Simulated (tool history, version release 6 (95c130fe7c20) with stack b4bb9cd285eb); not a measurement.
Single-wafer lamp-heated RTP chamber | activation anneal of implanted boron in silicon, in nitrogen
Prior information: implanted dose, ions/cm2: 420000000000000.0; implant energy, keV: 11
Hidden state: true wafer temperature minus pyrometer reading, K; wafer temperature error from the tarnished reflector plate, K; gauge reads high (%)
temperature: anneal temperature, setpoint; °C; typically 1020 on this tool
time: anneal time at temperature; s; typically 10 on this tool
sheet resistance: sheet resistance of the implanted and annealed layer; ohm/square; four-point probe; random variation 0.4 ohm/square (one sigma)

run	hour	temperature	time	wafers since the last listed run	wafers since the last pyrometer calibration	wafers since the reflector plate was cleaned	hours since the gauge calibration	read-back reference wafer on the same gauge, sheet resistance	sheet resistance
1	0	1020	10	0	116	4576	174.5	297.58	270.45
2	25.1	1020	10	388	505	4965	199.6	297.96	269.89
3	52.1	1020	10	417	923	5383	226.6	298.16	270.28
4	67.2	1020	10	233	1157	5617	241.7	298.09	270.26
5	93.5	997	8	407	1564	6024	268	298.39	275.87
6	125.6	997	8	496	2061	6521	300.1	298.48	274.84
7	161.4	997	8	554	2615	7075	335.9	298.7	275.58
8	177.3	1002	13	246	2861	7321	351.8	298.83	273.62
# hour 186.9: pyrometer window cleaned and pyrometer calibrated
9	210.3	1020	10	387	361	7708	384.8	298.66	271.49
10	235.5	1020	10	390	751	8098	410	298.71	270.83
11	251.5	1020	10	247	999	8346	426	298.78	271.79
12	272.5	1038	10	325	1324	8671	447	298.84	270.03
13	295.7	991	15	359	1683	9030	470.2	298.92	277.15
14	310.6	1020	4	230	1914	9261	485.1	298.84	272.22
# hour 318.8: gauge calibrated
15	336.5	1020	10	400	2315	9662	17.7	295.53	269.26
# hour 357.2: reflector plate cleaned
16	359.9	1049	10	238	2553	41	41.1	296.11	267.92
# hour 383.7: pyrometer window cleaned and pyrometer calibrated
17	393.4	1004	10	394	150	436	74.6	296.73	271.46
18	427.4	990	16	526	676	963	108.6	297.12	274.54
19	441.7	1038	10	221	897	1184	122.9	297.1	268.58
20	462.2	1003	4	317	1215	1501	143.4	297.43	273.56
21	492.2	1020	10	464	1679	1966	173.4	297.88	270.08
22	518.5	998	13	407	2086	2373	199.7	298.16	273.44
23	533.8	1020	8	236	2323	2610	215	298.01	270.79
24	553.8	1039	16	309	2633	2919	235	298.27	268.98

Alternative continuations, all from the tool just after run 24; predict every row:
A	554.2	1020	10	6	2639	2925	235.4	?	?
B	554.2	1044	12	6	2639	2925	235.4	?	?
C	554.2	1034	5	6	2639	2925	235.4	?	?
D	554.2	1039	10	6	2639	2925	235.4	?	?

run	read-back reference wafer on the same gauge, sheet resistance	sheet resistance
A	298.48	270.3
B	298.48	268.98
C	298.48	270.4
D	298.48	269.44
Without the tool's unlogged condition, the same runs would have read:
run	sheet resistance
A	267.32
B	266.02
C	267.42
D	266.47
